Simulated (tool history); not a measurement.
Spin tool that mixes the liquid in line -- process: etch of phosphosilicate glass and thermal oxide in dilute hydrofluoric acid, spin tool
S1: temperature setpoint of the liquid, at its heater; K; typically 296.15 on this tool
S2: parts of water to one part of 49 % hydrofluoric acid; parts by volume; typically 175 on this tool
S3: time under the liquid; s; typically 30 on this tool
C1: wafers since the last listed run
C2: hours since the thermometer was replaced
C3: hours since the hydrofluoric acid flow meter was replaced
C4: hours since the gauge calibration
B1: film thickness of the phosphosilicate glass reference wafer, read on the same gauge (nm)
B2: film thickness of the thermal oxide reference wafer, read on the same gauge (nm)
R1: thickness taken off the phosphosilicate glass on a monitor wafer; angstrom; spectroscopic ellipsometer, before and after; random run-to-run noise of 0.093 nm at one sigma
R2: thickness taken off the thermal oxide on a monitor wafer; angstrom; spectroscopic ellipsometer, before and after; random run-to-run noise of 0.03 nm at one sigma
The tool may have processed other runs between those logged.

| run | hour | S1 | S2 | S3 | C1 | C2 | C3 | C4 | B1 | B2 | R1 | R2 |
|---|---|---|---|---|---|---|---|---|---|---|---|---|
| 1 | 0.0 | 296.15 | 175 | 30 | 0 | 1307.9 | 2005.9 | 1103.3 | 40.03 | 90.017 | 238.8 | 7.96 |
| 2 | 85.8 | 296.15 | 175 | 30 | 1046 | 1393.7 | 2091.7 | 1189.1 | 40.02 | 89.968 | 238.6 | 8.49 |
| 3 | 164.8 | 296.15 | 200 | 30 | 963 | 1472.7 | 2170.7 | 1268.1 | 40.00 | 89.979 | 202.7 | 7.18 |
| 4 | 221.0 | 296.15 | 175 | 30 | 685 | 1528.9 | 2226.9 | 1324.3 | 40.01 | 89.972 | 239.5 | 7.91 |
| 5 | 296.5 | 296.15 | 175 | 30 | 920 | 1604.4 | 2302.4 | 1399.8 | 40.04 | 89.981 | 238.5 | 8.12 |
| 6 | 381.3 | 294.65 | 175 | 30 | 1034 | 1689.2 | 2387.2 | 1484.6 | 39.99 | 89.967 | 224.5 | 7.55 |
| 7 | 464.4 | 296.15 | 175 | 30 | 1013 | 1772.3 | 2470.3 | 1567.7 | 40.01 | 89.948 | 237.9 | 8.03 |
|  | 473.9 | hydrofluoric acid flow meter replaced |
| 8 | 550.8 | 291.15 | 245 | 45 | 1041 | 1858.7 | 76.9 | 1654.1 | 40.01 | 90.013 | 202.9 | 6.45 |
| 9 | 639.9 | 298.65 | 175 | 30 | 1086 | 1947.8 | 166.0 | 1743.2 | 40.01 | 90.015 | 268.3 | 9.40 |
| 10 | 686.8 | 297.65 | 175 | 45 | 571 | 1994.7 | 212.9 | 1790.1 | 40.02 | 89.997 | 386.4 | 12.81 |
| 11 | 745.1 | 298.15 | 200 | 15 | 710 | 2053.0 | 271.2 | 1848.4 | 40.01 | 89.997 | 112.2 | 3.64 |
|  | 750.2 | gauge calibrated |
| 12 | 811.4 | 297.65 | 175 | 15 | 808 | 2119.3 | 337.5 | 61.2 | 40.00 | 90.020 | 130.2 | 4.56 |
| 13 | 906.8 | 296.15 | 175 | 30 | 1163 | 2214.7 | 432.9 | 156.6 | 39.97 | 89.987 | 243.8 | 8.34 |
| 14 | 958.6 | 296.15 | 250 | 45 | 631 | 2266.5 | 484.7 | 208.4 | 40.00 | 90.016 | 239.0 | 8.55 |
|  | 1116.6 | thermometer replaced |
| 15 | 1260.9 | 296.15 | 250 | 20 | 3673 | 144.3 | 787.0 | 510.7 | 39.99 | 90.020 | 105.6 | 3.57 |
| 16 | 1316.0 | 296.15 | 175 | 30 | 671 | 199.4 | 842.1 | 565.8 | 40.02 | 90.024 | 244.4 | 8.24 |
| 17 | 1353.3 | 296.15 | 175 | 20 | 454 | 236.7 | 879.4 | 603.1 | 40.02 | 89.967 | 162.3 | 5.60 |
| 18 | 1420.7 | 299.65 | 130 | 30 | 821 | 304.1 | 946.8 | 670.5 | 39.98 | 89.998 | 394.3 | 12.82 |
| 19 | 1514.1 | 291.65 | 125 | 30 | 1138 | 397.5 | 1040.2 | 763.9 | 39.99 | 89.981 | 300.5 | 10.04 |
| 20 | 1573.8 | 299.65 | 255 | 30 | 727 | 457.2 | 1099.9 | 823.6 | 40.00 | 89.996 | 172.6 | 6.36 |
| 21 | 1665.1 | 300.65 | 135 | 40 | 1113 | 548.5 | 1191.2 | 914.9 | 39.99 | 90.001 | 518.1 | 18.20 |
| 22 | 1762.4 | 292.15 | 120 | 45 | 1186 | 645.8 | 1288.5 | 1012.2 | 40.00 | 89.985 | 479.9 | 16.32 |
| 23 | 1840.4 | 296.15 | 175 | 30 | 951 | 723.8 | 1366.5 | 1090.2 | 40.00 | 89.964 | 242.1 | 8.39 |
| 24 | 1947.5 | 292.65 | 240 | 15 | 1305 | 830.9 | 1473.6 | 1197.3 | 39.98 | 89.998 | 72.0 | 2.34 |
| 25 | 2020.4 | 299.15 | 175 | 20 | 888 | 903.8 | 1546.5 | 1270.2 | 40.01 | 90.037 | 178.6 | 6.10 |
| 26 | 2072.9 | 293.65 | 125 | 30 | 640 | 956.3 | 1599.0 | 1322.7 | 39.98 | 89.990 | 322.2 | 10.24 |
| 27 | 2180.0 | 299.65 | 175 | 45 | 1305 | 1063.4 | 1706.1 | 1429.8 | 40.00 | 89.999 | 408.4 | 14.51 |

Each row is a separate what-if for the run after 27, all from the same tool condition, not one after another. Results?
| A | 2180.4 | 292.15 | 175 | 30 | 4 | 1063.8 | 1706.5 | 1430.2 | ? | ? | ? | ? |
| B | 2180.4 | 296.15 | 230 | 15 | 4 | 1063.8 | 1706.5 | 1430.2 | ? | ? | ? | ? |
| C | 2180.4 | 296.15 | 225 | 30 | 4 | 1063.8 | 1706.5 | 1430.2 | ? | ? | ? | ? |

| run | B1 | B2 | R1 | R2 |
|---|---|---|---|---|
| A | 39.98 | 90.019 | 203.4 | 7.02 |
| B | 39.98 | 90.019 | 85.2 | 2.94 |
| C | 39.98 | 90.019 | 175.0 | 6.04 |
Stripped of hidden state, with their random variation kept, the same runs would have yielded:
| run | R1 | R2 |
|---|---|---|
| A | 208.8 | 7.21 |
| B | 87.6 | 3.02 |
| C | 179.9 | 6.21 |
